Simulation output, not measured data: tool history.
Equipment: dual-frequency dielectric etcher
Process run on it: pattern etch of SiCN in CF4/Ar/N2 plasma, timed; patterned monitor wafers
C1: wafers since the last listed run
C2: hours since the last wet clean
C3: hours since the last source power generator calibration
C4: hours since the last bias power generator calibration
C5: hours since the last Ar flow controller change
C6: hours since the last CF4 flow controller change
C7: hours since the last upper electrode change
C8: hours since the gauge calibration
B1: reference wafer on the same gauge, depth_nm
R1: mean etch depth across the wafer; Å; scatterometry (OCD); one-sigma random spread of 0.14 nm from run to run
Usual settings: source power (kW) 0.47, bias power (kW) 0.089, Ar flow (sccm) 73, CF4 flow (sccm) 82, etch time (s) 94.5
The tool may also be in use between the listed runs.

{"run": 1, "hour": 0.0, "source power (kW)": 0.47, "bias power (kW)": 0.089, "Ar flow (sccm)": 73, "CF4 flow (sccm)": 82, "etch time (s)": 94.5, "C1": 0, "C2": 149.9, "C3": 5064.3, "C4": 2035.4, "C5": 0.5, "C6": 126, "C7": 4177.7, "C8": 1164.6, "B1": 77.1, "R1": 887}
{"run": 2, "hour": 12.5, "source power (kW)": 0.47, "bias power (kW)": 0.089, "Ar flow (sccm)": 73, "CF4 flow (sccm)": 82, "etch time (s)": 94.5, "C1": 114, "C2": 162.4, "C3": 5076.8, "C4": 2047.9, "C5": 13, "C6": 138.5, "C7": 4190.2, "C8": 1177.1, "B1": 77.1, "R1": 882}
{"hour": 20.7, "done": "gauge calibrated"}
{"run": 3, "hour": 37.2, "source power (kW)": 0.41, "bias power (kW)": 0.089, "Ar flow (sccm)": 73, "CF4 flow (sccm)": 82, "etch time (s)": 67, "C1": 226, "C2": 187.1, "C3": 5101.5, "C4": 2072.6, "C5": 37.7, "C6": 163.2, "C7": 4214.9, "C8": 16.5, "B1": 77.1, "R1": 579}
{"run": 4, "hour": 54.0, "source power (kW)": 0.37, "bias power (kW)": 0.089, "Ar flow (sccm)": 60, "CF4 flow (sccm)": 82, "etch time (s)": 111, "C1": 154, "C2": 203.9, "C3": 5118.3, "C4": 2089.4, "C5": 54.5, "C6": 180, "C7": 4231.7, "C8": 33.3, "B1": 77.1, "R1": 927}
{"hour": 82.9, "done": "upper electrode replaced"}
{"run": 5, "hour": 89.5, "source power (kW)": 0.41, "bias power (kW)": 0.089, "Ar flow (sccm)": 73, "CF4 flow (sccm)": 82, "etch time (s)": 94.5, "C1": 105, "C2": 239.4, "C3": 5153.8, "C4": 2124.9, "C5": 90, "C6": 215.5, "C7": 6.6, "C8": 68.8, "B1": 77.1, "R1": 817}
{"run": 6, "hour": 125.4, "source power (kW)": 0.47, "bias power (kW)": 0.109, "Ar flow (sccm)": 68, "CF4 flow (sccm)": 82, "etch time (s)": 94.5, "C1": 329, "C2": 275.3, "C3": 5189.7, "C4": 2160.8, "C5": 125.9, "C6": 251.4, "C7": 42.5, "C8": 104.7, "B1": 77.1, "R1": 953}
{"hour": 148.6, "done": "bias power generator calibrated"}
{"run": 7, "hour": 149.1, "source power (kW)": 0.53, "bias power (kW)": 0.074, "Ar flow (sccm)": 88, "CF4 flow (sccm)": 82, "etch time (s)": 77, "C1": 180, "C2": 299, "C3": 5213.4, "C4": 0.5, "C5": 149.6, "C6": 275.1, "C7": 66.2, "C8": 128.4, "B1": 77.1, "R1": 716}
{"run": 8, "hour": 179.5, "source power (kW)": 0.47, "bias power (kW)": 0.109, "Ar flow (sccm)": 80, "CF4 flow (sccm)": 82, "etch time (s)": 94.5, "C1": 278, "C2": 329.4, "C3": 5243.8, "C4": 30.9, "C5": 180, "C6": 305.5, "C7": 96.6, "C8": 158.8, "B1": 77.1, "R1": 932}
{"run": 9, "hour": 203.4, "source power (kW)": 0.47, "bias power (kW)": 0.089, "Ar flow (sccm)": 73, "CF4 flow (sccm)": 82, "etch time (s)": 94.5, "C1": 219, "C2": 353.3, "C3": 5267.7, "C4": 54.8, "C5": 203.9, "C6": 329.4, "C7": 120.5, "C8": 182.7, "B1": 77.1, "R1": 886}
{"run": 10, "hour": 217.4, "source power (kW)": 0.47, "bias power (kW)": 0.089, "Ar flow (sccm)": 73, "CF4 flow (sccm)": 93, "etch time (s)": 107, "C1": 128, "C2": 367.3, "C3": 5281.7, "C4": 68.8, "C5": 217.9, "C6": 343.4, "C7": 134.5, "C8": 196.7, "B1": 77.1, "R1": 1020}
{"run": 11, "hour": 232.3, "source power (kW)": 0.5, "bias power (kW)": 0.096, "Ar flow (sccm)": 73, "CF4 flow (sccm)": 99, "etch time (s)": 94.5, "C1": 136, "C2": 382.2, "C3": 5296.6, "C4": 83.7, "C5": 232.8, "C6": 358.3, "C7": 149.4, "C8": 211.6, "B1": 77.1, "R1": 959}
{"hour": 252.8, "done": "source power generator calibrated"}
{"hour": 268.4, "done": "wet clean of the chamber"}
{"run": 12, "hour": 268.9, "source power (kW)": 0.47, "bias power (kW)": 0.089, "Ar flow (sccm)": 73, "CF4 flow (sccm)": 71, "etch time (s)": 94.5, "C1": 155, "C2": 0.5, "C3": 16.1, "C4": 120.3, "C5": 269.4, "C6": 394.9, "C7": 186, "C8": 248.2, "B1": 77.1, "R1": 894}
{"run": 13, "hour": 290.3, "source power (kW)": 0.47, "bias power (kW)": 0.089, "Ar flow (sccm)": 73, "CF4 flow (sccm)": 82, "etch time (s)": 94.5, "C1": 196, "C2": 21.9, "C3": 37.5, "C4": 141.7, "C5": 290.8, "C6": 416.3, "C7": 207.4, "C8": 269.6, "B1": 77.1, "R1": 910}
{"run": 14, "hour": 302.7, "source power (kW)": 0.47, "bias power (kW)": 0.089, "Ar flow (sccm)": 73, "CF4 flow (sccm)": 82, "etch time (s)": 94.5, "C1": 113, "C2": 34.3, "C3": 49.9, "C4": 154.1, "C5": 303.2, "C6": 428.7, "C7": 219.8, "C8": 282, "B1": 77.1, "R1": 910}
{"run": 15, "hour": 328.9, "source power (kW)": 0.4, "bias power (kW)": 0.089, "Ar flow (sccm)": 73, "CF4 flow (sccm)": 82, "etch time (s)": 94.5, "C1": 240, "C2": 60.5, "C3": 76.1, "C4": 180.3, "C5": 329.4, "C6": 454.9, "C7": 246, "C8": 308.2, "B1": 77.1, "R1": 829}
{"run": 16, "hour": 358.6, "source power (kW)": 0.47, "bias power (kW)": 0.081, "Ar flow (sccm)": 73, "CF4 flow (sccm)": 100, "etch time (s)": 121, "C1": 272, "C2": 90.2, "C3": 105.8, "C4": 210, "C5": 359.1, "C6": 484.6, "C7": 275.7, "C8": 337.9, "B1": 77.1, "R1": 1158}
{"run": 17, "hour": 386.1, "source power (kW)": 0.54, "bias power (kW)": 0.089, "Ar flow (sccm)": 73, "CF4 flow (sccm)": 65, "etch time (s)": 94.5, "C1": 252, "C2": 117.7, "C3": 133.3, "C4": 237.5, "C5": 386.6, "C6": 512.1, "C7": 303.2, "C8": 365.4, "B1": 77.1, "R1": 967}
{"run": 18, "hour": 409.4, "source power (kW)": 0.56, "bias power (kW)": 0.089, "Ar flow (sccm)": 73, "CF4 flow (sccm)": 82, "etch time (s)": 94.5, "C1": 213, "C2": 141, "C3": 156.6, "C4": 260.8, "C5": 409.9, "C6": 535.4, "C7": 326.5, "C8": 388.7, "B1": 77.1, "R1": 1019}
{"run": 19, "hour": 421.5, "source power (kW)": 0.58, "bias power (kW)": 0.077, "Ar flow (sccm)": 90, "CF4 flow (sccm)": 75, "etch time (s)": 94.5, "C1": 110, "C2": 153.1, "C3": 168.7, "C4": 272.9, "C5": 422, "C6": 547.5, "C7": 338.6, "C8": 400.8, "B1": 77.1, "R1": 956}
{"run": 20, "hour": 453.5, "source power (kW)": 0.58, "bias power (kW)": 0.089, "Ar flow (sccm)": 88, "CF4 flow (sccm)": 75, "etch time (s)": 79, "C1": 293, "C2": 185.1, "C3": 200.7, "C4": 304.9, "C5": 454, "C6": 579.5, "C7": 370.6, "C8": 432.8, "B1": 77.1, "R1": 842}
{"run": 21, "hour": 485.2, "source power (kW)": 0.56, "bias power (kW)": 0.089, "Ar flow (sccm)": 73, "CF4 flow (sccm)": 82, "etch time (s)": 94.5, "C1": 290, "C2": 216.8, "C3": 232.4, "C4": 336.6, "C5": 485.7, "C6": 611.2, "C7": 402.3, "C8": 464.5, "B1": 77.1, "R1": 1020}

Alternative continuations, all from the tool just after run 21; predict every row:
{"run": "A", "hour": 485.6, "source power (kW)": 0.47, "bias power (kW)": 0.089, "Ar flow (sccm)": 73, "CF4 flow (sccm)": 63, "etch time (s)": 94.5, "C1": 3, "C2": 217.2, "C3": 232.8, "C4": 337, "C5": 486.1, "C6": 611.6, "C7": 402.7, "C8": 464.9, "B1": "?", "R1": "?"}
{"run": "B", "hour": 485.6, "source power (kW)": 0.47, "bias power (kW)": 0.095, "Ar flow (sccm)": 63, "CF4 flow (sccm)": 82, "etch time (s)": 66.5, "C1": 3, "C2": 217.2, "C3": 232.8, "C4": 337, "C5": 486.1, "C6": 611.6, "C7": 402.7, "C8": 464.9, "B1": "?", "R1": "?"}
{"run": "C", "hour": 485.6, "source power (kW)": 0.4, "bias power (kW)": 0.089, "Ar flow (sccm)": 73, "CF4 flow (sccm)": 72, "etch time (s)": 94.5, "C1": 3, "C2": 217.2, "C3": 232.8, "C4": 337, "C5": 486.1, "C6": 611.6, "C7": 402.7, "C8": 464.9, "B1": "?", "R1": "?"}
{"run": "D", "hour": 485.6, "source power (kW)": 0.47, "bias power (kW)": 0.097, "Ar flow (sccm)": 73, "CF4 flow (sccm)": 91, "etch time (s)": 67, "C1": 3, "C2": 217.2, "C3": 232.8, "C4": 337, "C5": 486.1, "C6": 611.6, "C7": 402.7, "C8": 464.9, "B1": "?", "R1": "?"}

run=A B1=77 R1=887
run=B B1=77 R1=667
run=C B1=77 R1=818
run=D B1=77 R1=672
With no hidden state in the tool, these same runs would have given:
run=A R1=883
run=B R1=664
run=C R1=815
run=D R1=669
